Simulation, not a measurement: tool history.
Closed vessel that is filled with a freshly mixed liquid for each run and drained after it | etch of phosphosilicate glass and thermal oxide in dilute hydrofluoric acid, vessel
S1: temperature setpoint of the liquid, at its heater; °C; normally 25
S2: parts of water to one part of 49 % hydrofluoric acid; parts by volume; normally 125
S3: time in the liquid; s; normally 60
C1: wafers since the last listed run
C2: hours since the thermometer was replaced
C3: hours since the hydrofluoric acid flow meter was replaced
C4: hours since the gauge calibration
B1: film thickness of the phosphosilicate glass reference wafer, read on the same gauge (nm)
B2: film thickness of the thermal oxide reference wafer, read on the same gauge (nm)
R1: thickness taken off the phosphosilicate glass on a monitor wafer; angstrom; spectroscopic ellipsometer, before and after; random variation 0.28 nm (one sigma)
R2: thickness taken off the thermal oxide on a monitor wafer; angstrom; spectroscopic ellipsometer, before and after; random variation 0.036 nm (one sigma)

run,hour,S1,S2,S3,C1,C2,C3,C4,B1,B2,R1,R2
1,0,25,125,60,0,701.1,520.8,274.9,90,79.969,519.5,23.42
2,99.1,26.5,125,70,13467,800.2,619.9,374,89.99,79.984,631.1,29.31
3,161.6,26.5,125,70,8493,862.7,682.4,436.5,89.99,79.986,636.6,29.19
4,188.5,26.5,125,70,3655,889.6,709.3,463.4,90.02,80.009,639.4,29.37
5,227.6,25,85,85,5313,928.7,748.4,502.5,90,80.017,1136.2,50.56
6,288,24,125,60,8208,989.1,808.8,562.9,90,80.002,495.3,22.37
7,450.7,24,125,60,22110,1151.8,971.5,725.6,89.99,79.969,492,21.5
8,499.8,24,125,60,6672,1200.9,1020.6,774.7,89.99,80.038,493.1,22.35
9,541,25,125,60,5598,1242.1,1061.8,815.9,90.01,80.035,511,22.72
10,580.6,25,125,60,5381,1281.7,1101.4,855.5,89.99,80.036,512.4,23.2
# hour 599.7: gauge calibrated
11,638.2,25,125,60,7827,1339.3,1159,38.5,90.01,80.029,509.8,22.1
# hour 651.4: thermometer replaced
12,665.6,25,125,85,3587,14.2,1186.4,65.9,90,79.999,745.3,33.16
13,698.6,25,125,60,4484,47.2,1219.4,98.9,90.01,79.989,529.4,23.44
14,755.6,25,125,60,7746,104.2,1276.4,155.9,90,80.008,532.2,23.89
15,787.2,25,125,60,4294,135.8,1308,187.5,89.99,80.039,526.6,23.28
# hour 796.3: hydrofluoric acid flow meter replaced
16,821.6,26.5,85,35,4538,170.2,25.3,221.9,90.01,80.005,503.6,22.04
17,871.4,25,150,60,6767,220,75.1,271.7,90.02,79.98,429.2,19.13
18,932.9,29.5,125,60,8357,281.5,136.6,333.2,90.01,80.027,626,28.2
19,966.5,25,95,50,4566,315.1,170.2,366.8,90.02,80.045,597,26.55
20,995.3,27,125,60,3913,343.9,199,395.6,90,79.983,565.3,25.46
21,1035.1,23,150,35,5408,383.7,238.8,435.4,90,80.013,230.2,10.2

Some steps in R1 between neighbouring runs. How much of each would the tool show without its hidden state too (settings, what came in, random variation), and how much is left for the hidden state, with any gauge scatter that isn't in both results?
Unlogged tool condition in this case: liquid colder than its thermometer reads (K); hydrofluoric acid flow below the setpoint (%); gauge reads high (%).
Run 4 -> 5: S1 26.5 -> 25, S2 125 -> 85, S3 70 -> 85. R1 +496.8 angstrom: hidden state -15, all else +511.8.
Run 5 -> 6: S1 25 -> 24, S2 85 -> 125, S3 85 -> 60. R1 -640.9 angstrom: hidden state +17, all else -657.9.
Run 11 -> 12: S3 60 -> 85, thermometer replaced. R1 +235.5 angstrom: hidden state +19, all else +216.5.

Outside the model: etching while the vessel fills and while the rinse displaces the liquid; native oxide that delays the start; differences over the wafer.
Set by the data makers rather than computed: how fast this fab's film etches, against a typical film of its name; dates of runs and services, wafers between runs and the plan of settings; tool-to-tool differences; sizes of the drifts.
